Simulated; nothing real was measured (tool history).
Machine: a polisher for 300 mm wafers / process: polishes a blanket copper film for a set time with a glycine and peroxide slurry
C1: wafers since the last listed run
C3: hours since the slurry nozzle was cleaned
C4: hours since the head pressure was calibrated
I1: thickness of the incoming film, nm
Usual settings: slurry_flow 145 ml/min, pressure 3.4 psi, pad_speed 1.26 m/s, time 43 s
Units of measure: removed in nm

{"run": 1, "day": 0.0, "slurry_flow": 145, "pressure": 3.4, "pad_speed": 1.48, "time": 43, "C1": 0, "wafers polished on this pad": 432, "C3": 777.3, "C4": 440.2, "I1": 2030.6, "removed": 353.1}
{"run": 2, "day": 0.45, "slurry_flow": 145, "pressure": 3.4, "pad_speed": 1.48, "time": 43, "C1": 153, "wafers polished on this pad": 585, "C3": 788.1, "C4": 451.0, "I1": 2045.7, "removed": 346.7}
{"run": 3, "day": 0.85, "slurry_flow": 145, "pressure": 3.4, "pad_speed": 1.48, "time": 43, "C1": 136, "wafers polished on this pad": 721, "C3": 797.7, "C4": 460.6, "I1": 2033.8, "removed": 348.3}
{"run": 4, "day": 1.271, "slurry_flow": 145, "pressure": 3.4, "pad_speed": 1.26, "time": 43, "C1": 143, "wafers polished on this pad": 864, "C3": 807.8, "C4": 470.7, "I1": 2059.1, "removed": 312.2}
{"run": 5, "day": 1.738, "slurry_flow": 145, "pressure": 3.4, "pad_speed": 1.26, "time": 43, "C1": 158, "wafers polished on this pad": 1023, "C3": 819.0, "C4": 481.9, "I1": 2061.4, "removed": 310.9}
{"run": 6, "day": 2.088, "slurry_flow": 145, "pressure": 3.4, "pad_speed": 1.26, "time": 43, "C1": 119, "wafers polished on this pad": 1142, "C3": 827.4, "C4": 490.3, "I1": 2106.3, "removed": 313.5}
{"run": 7, "day": 2.379, "slurry_flow": 120, "pressure": 3.4, "pad_speed": 1.26, "time": 43, "C1": 99, "wafers polished on this pad": 1241, "C3": 834.4, "C4": 497.3, "I1": 2030.0, "removed": 294.0}
{"run": 8, "day": 2.783, "slurry_flow": 120, "pressure": 3.4, "pad_speed": 1.26, "time": 43, "C1": 137, "wafers polished on this pad": 1379, "C3": 844.1, "C4": 507.0, "I1": 2092.5, "removed": 292.6}
{"day": 2.958, "done": "worn pad replaced by a new one"}
{"run": 9, "day": 3.475, "slurry_flow": 145, "pressure": 3.4, "pad_speed": 1.26, "time": 43, "C1": 178, "wafers polished on this pad": 175, "C3": 860.7, "C4": 523.6, "I1": 2061.9, "removed": 314.2}
{"run": 10, "day": 4.158, "slurry_flow": 180, "pressure": 3.4, "pad_speed": 1.26, "time": 43, "C1": 232, "wafers polished on this pad": 407, "C3": 877.1, "C4": 540.0, "I1": 2031.1, "removed": 327.8}
{"run": 11, "day": 4.796, "slurry_flow": 145, "pressure": 3.4, "pad_speed": 0.86, "time": 51, "C1": 216, "wafers polished on this pad": 624, "C3": 892.4, "C4": 555.3, "I1": 2065.5, "removed": 285.1}
{"run": 12, "day": 5.3, "slurry_flow": 115, "pressure": 4.6, "pad_speed": 1.58, "time": 30, "C1": 171, "wafers polished on this pad": 796, "C3": 904.5, "C4": 567.4, "I1": 2077.0, "removed": 318.6}
{"day": 5.608, "done": "slurry nozzle cleaned"}
{"run": 13, "day": 5.942, "slurry_flow": 110, "pressure": 3.4, "pad_speed": 1.26, "time": 54, "C1": 204, "wafers polished on this pad": 1000, "C3": 8.0, "C4": 582.8, "I1": 2036.5, "removed": 417.8}
{"day": 6.292, "done": "head pressure recalibrated"}
{"run": 14, "day": 6.392, "slurry_flow": 145, "pressure": 3.4, "pad_speed": 1.26, "time": 43, "C1": 124, "wafers polished on this pad": 1125, "C3": 18.8, "C4": 2.4, "I1": 2042.2, "removed": 327.0}
{"day": 6.792, "done": "worn pad replaced by a new one"}
{"run": 15, "day": 6.988, "slurry_flow": 120, "pressure": 3.9, "pad_speed": 0.96, "time": 54, "C1": 146, "wafers polished on this pad": 66, "C3": 33.1, "C4": 16.7, "I1": 2088.4, "removed": 365.2}
{"run": 16, "day": 7.3, "slurry_flow": 110, "pressure": 3.4, "pad_speed": 1.64, "time": 32, "C1": 106, "wafers polished on this pad": 172, "C3": 40.6, "C4": 24.2, "I1": 2057.5, "removed": 278.6}
{"run": 17, "day": 7.875, "slurry_flow": 145, "pressure": 4.2, "pad_speed": 1.26, "time": 31, "C1": 195, "wafers polished on this pad": 367, "C3": 54.4, "C4": 38.0, "I1": 2051.0, "removed": 280.4}
{"run": 18, "day": 8.267, "slurry_flow": 145, "pressure": 2.9, "pad_speed": 1.26, "time": 31, "C1": 133, "wafers polished on this pad": 501, "C3": 63.8, "C4": 47.4, "I1": 2104.1, "removed": 203.2}
{"run": 19, "day": 8.896, "slurry_flow": 145, "pressure": 3.4, "pad_speed": 1.26, "time": 43, "C1": 214, "wafers polished on this pad": 715, "C3": 78.9, "C4": 62.5, "I1": 2052.7, "removed": 324.3}

Hidden condition of the tool, last listed run before each entry between runs versus first listed run after:
Between runs 8 and 9: worn pad replaced by a new one (day 2.958)
  slurry flow missing at the pad, %: 39.5 -> 40.3; deviation of the head's pressure from its setpoint, %: 9.13 -> 9.73
  measured minus no-state result, removed: -17.6 -> -11.5 nm
Between runs 12 and 13: slurry nozzle cleaned (day 5.608)
  slurry flow missing at the pad, %: 42.2 -> 5.85; deviation of the head's pressure from its setpoint, %: 11.4 -> 12
  measured minus no-state result, removed: -18.8 -> +34.4 nm
Between runs 13 and 14: head pressure recalibrated (day 6.292)
  slurry flow missing at the pad, %: 5.85 -> 6.34; deviation of the head's pressure from its setpoint, %: 12 -> 2.24
  measured minus no-state result, removed: +34.4 -> +2.4 nm
Between runs 14 and 15: worn pad replaced by a new one (day 6.792)
  slurry flow missing at the pad, %: 6.34 -> 6.99; deviation of the head's pressure from its setpoint, %: 2.24 -> 2.25
  measured minus no-state result, removed: +2.4 -> +1.3 nm

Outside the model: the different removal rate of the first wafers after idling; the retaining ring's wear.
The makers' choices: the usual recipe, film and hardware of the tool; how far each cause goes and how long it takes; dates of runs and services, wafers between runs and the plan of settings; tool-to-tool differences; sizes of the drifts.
